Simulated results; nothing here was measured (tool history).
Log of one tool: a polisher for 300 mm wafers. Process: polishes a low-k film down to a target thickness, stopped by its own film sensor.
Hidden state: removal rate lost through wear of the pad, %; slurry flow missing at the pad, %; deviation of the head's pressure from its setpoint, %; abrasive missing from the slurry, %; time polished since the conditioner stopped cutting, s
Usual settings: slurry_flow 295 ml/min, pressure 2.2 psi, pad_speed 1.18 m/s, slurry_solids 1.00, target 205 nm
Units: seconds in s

run   hour  slurry_flow  pressure  pad_speed  slurry_solids  target  wafers since the last listed run  wafers polished on this pad  hours since the slurry nozzle was cleaned  hours since the head pressure was calibrated  hours since the slurry blender was calibrated  hours since the conditioning disc was replaced  incoming thickness of the incoming film, nm  seconds
  1    0.0          295       1.8       1.18           1.00     205                                 0                          879                                      495.6                                         894.7                                          214.0                                           504.0                                        279.5    184.2
  2   10.4          295       2.2       1.18           1.00     205                                54                          934                                      506.0                                         905.1                                          224.4                                           514.4                                        275.8    143.0
  3   18.1          295       2.2       1.18           1.00     205                                40                          975                                      513.7                                         912.8                                          232.1                                           522.1                                        284.3    166.6
  4   34.7          295       2.2       1.18           1.00     205                                87                         1062                                      530.3                                         929.4                                          248.7                                           538.7                                        281.3    163.8
      45.2  -- worn pad replaced by a new one
  5   45.7          295       2.2       1.18           1.00     205                                36                            2                                      541.3                                         940.4                                          259.7                                           549.7                                        284.9    179.3
      57.7  -- slurry nozzle cleaned
      58.2  -- conditioning disc replaced and pad reconditioned
      59.5  -- slurry blender recalibrated
  6   60.0          295       2.2       1.18           1.00     205                                60                           62                                        2.3                                         954.7                                            0.5                                             1.8                                        282.8    174.1
      65.6  -- worn pad replaced by a new one, repeated, since the last time left the tool worse
  7   66.1          295       2.2       0.94           1.00     205                                11                            2                                        8.4                                         960.8                                            6.6                                             7.9                                        274.9    159.0
  8   73.2          295       2.2       1.18           1.00     205                                37                           40                                       15.5                                         967.9                                           13.7                                            15.0                                        276.3    136.1
  9   81.0          295       2.5       1.18           1.00     226                                41                           81                                       23.3                                         975.7                                           21.5                                            22.8                                        280.2     93.4
      85.8  -- head pressure recalibrated
 10   92.9          295       2.2       1.52           1.00     186                                52                          133                                       35.2                                           7.1                                           33.4                                            34.7                                        278.4    146.8
 11  101.0          295       2.2       1.02           1.15     205                                42                          176                                       43.3                                          15.2                                           41.5                                            42.8                                        281.0    158.3
 12  110.8          295       2.2       1.18           1.00     205                                51                          227                                       53.1                                          25.0                                           51.3                                            52.6                                        279.1    145.2
 13  124.4          250       1.7       1.18           1.15     185                                71                          299                                       66.7                                          38.6                                           64.9                                            66.2                                        283.1    243.8
 14  132.1          295       2.2       0.78           1.00     188                                40                          339                                       74.4                                          46.3                                           72.6                                            73.9                                        282.4    250.5
 15  144.8          295       2.2       0.92           0.75     205                                66                          406                                       87.1                                          59.0                                           85.3                                            86.6                                        281.7    194.3

5 ways to go on from here, each from the tool as it stands after run 15. What would each give?
  A  145.3          295       2.2       1.18           1.00     205                                 2                          409                                       87.6                                          59.5                                           85.8                                            87.1                                        282.8        ?
  B  145.3          295       2.2       1.36           1.00     217                                 2                          409                                       87.6                                          59.5                                           85.8                                            87.1                                        282.8        ?
  C  145.3          295       2.4       1.32           1.00     220                                 2                          409                                       87.6                                          59.5                                           85.8                                            87.1                                        282.8        ?
  D  145.3          295       2.2       1.18           0.90     205                                 2                          409                                       87.6                                          59.5                                           85.8                                            87.1                                        282.8        ?
  E  145.3          330       2.2       1.18           1.20     205                                 2                          409                                       87.6                                          59.5                                           85.8                                            87.1                                        282.8        ?

run  seconds
  A    153.5
  B    116.5
  C    104.3
  D    157.9
  E    144.5
Without the tool's hidden state the same runs would have given:
run  seconds
  A    145.0
  B    110.1
  C     98.5
  D    149.1
  E    136.5
